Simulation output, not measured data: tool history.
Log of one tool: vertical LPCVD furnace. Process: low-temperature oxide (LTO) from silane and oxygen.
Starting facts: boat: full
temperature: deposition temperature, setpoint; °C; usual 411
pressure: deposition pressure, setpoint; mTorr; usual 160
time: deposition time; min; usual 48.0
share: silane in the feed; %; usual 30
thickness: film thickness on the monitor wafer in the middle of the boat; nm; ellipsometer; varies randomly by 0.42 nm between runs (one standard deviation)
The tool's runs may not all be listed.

| run | hour | temperature | pressure | time | share | read-back reference wafer on the same gauge, thickness | thickness |
|---|---|---|---|---|---|---|---|
| 1 | 0.0 | 411 | 135 | 54.5 | 30 | 294.19 | 252.47 |
| 2 | 23.9 | 411 | 135 | 54.5 | 30 | 294.11 | 252.89 |
| 3 | 32.1 | 411 | 160 | 48.0 | 30 | 293.76 | 265.75 |
|  | 71.6 | silane flow controller replaced |
| 4 | 72.1 | 411 | 160 | 48.0 | 30 | 294.07 | 265.17 |
| 5 | 75.9 | 411 | 190 | 48.0 | 30 | 294.06 | 317.82 |
|  | 87.4 | gauge calibrated |
|  | 104.3 | pressure gauge zeroed |
| 6 | 104.8 | 411 | 190 | 48.0 | 30 | 294.17 | 328.84 |
|  | 148.4 | thermocouples replaced and temperature profile calibrated |
| 7 | 148.9 | 411 | 160 | 53.5 | 30 | 294.12 | 309.13 |
| 8 | 152.7 | 411 | 160 | 48.0 | 30 | 293.77 | 276.82 |
| 9 | 156.4 | 411 | 160 | 48.0 | 26 | 294.01 | 223.43 |
| 10 | 164.4 | 419 | 185 | 55.0 | 33 | 293.83 | 457.93 |
| 11 | 181.3 | 411 | 175 | 31.0 | 30 | 293.96 | 196.17 |
| 12 | 187.9 | 416 | 190 | 40.5 | 35 | 294.09 | 362.10 |
| 13 | 195.7 | 411 | 170 | 48.0 | 30 | 293.91 | 293.83 |
|  | 201.6 | gauge calibrated |
| 14 | 207.2 | 411 | 180 | 48.0 | 30 | 293.89 | 311.43 |

Alternative continuations, all from the tool just after run 14; predict every row:
| A | 211.1 | 411 | 160 | 48.0 | 30 | ? | ? |
| B | 211.1 | 406 | 130 | 39.5 | 27 | ? | ? |
| C | 211.1 | 411 | 135 | 61.5 | 30 | ? | ? |

| run | read-back reference wafer on the same gauge, thickness | thickness |
|---|---|---|
| A | 293.84 | 276.66 |
| B | 293.84 | 149.30 |
| C | 293.84 | 298.98 |
Without the tool's unlogged condition, the same runs would have read:
| run | thickness |
|---|---|
| A | 277.17 |
| B | 149.64 |
| C | 299.63 |

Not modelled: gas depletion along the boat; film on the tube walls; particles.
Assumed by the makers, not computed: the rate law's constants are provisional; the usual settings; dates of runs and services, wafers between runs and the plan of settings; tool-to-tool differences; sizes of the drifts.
